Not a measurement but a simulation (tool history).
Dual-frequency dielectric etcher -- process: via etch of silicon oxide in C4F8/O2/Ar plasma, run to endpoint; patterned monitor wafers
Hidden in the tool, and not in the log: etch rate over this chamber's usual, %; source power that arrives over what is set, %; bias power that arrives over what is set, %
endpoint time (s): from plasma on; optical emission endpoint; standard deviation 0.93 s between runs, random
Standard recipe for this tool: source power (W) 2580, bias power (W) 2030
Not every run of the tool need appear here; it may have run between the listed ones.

run,day,source power (W),bias power (W),wafers since the last listed run,hours since the last wet clean,hours since the last source power generator calibration,hours since the last bias power generator calibration,hours since the last upper electrode change,"incoming incoming film thickness, nm",endpoint time (s)
1,0.000,2900,2196,0,284.7,4321.0,4324.6,3351.6,1269.5,203.9
2,0.554,2580,2030,112,298.0,4334.3,4337.9,3364.9,1254.0,226.2
3,1.625,2220,2030,217,323.7,4360.0,4363.6,3390.6,1265.9,248.3
4,2.488,2220,2030,175,344.4,4380.7,4384.3,3411.3,1271.6,250.7
5,3.883,2580,2030,283,377.9,4414.2,4417.8,3444.8,1267.0,226.8
6,5.008,2580,2030,228,404.9,4441.2,4444.8,3471.8,1283.1,231.6
# day 5.558: bias power generator calibrated
# day 6.721: upper electrode replaced
7,6.742,2580,2030,115,446.5,4482.8,28.4,0.5,1263.5,228.0
8,6.758,3080,2262,3,446.9,4483.2,28.8,0.9,1263.8,193.7
9,7.283,3020,1760,106,459.5,4495.8,41.4,13.5,1262.7,216.3
# day 7.546: source power generator calibrated
10,8.296,3060,1756,171,483.8,18.0,65.7,37.8,1257.9,216.0
11,8.850,2800,2030,112,497.1,31.3,79.0,51.1,1257.8,214.0

Forecast run 12:
# day 10.496: wet clean of the chamber
12,10.517,2580,2030,135,0.5,71.3,119.0,91.1,1269.6,?

Run 12 produced endpoint time (s) 227.4.
With the hidden condition absent and the run-to-run variation left alone, this run would have shown endpoint time (s) 227.4.
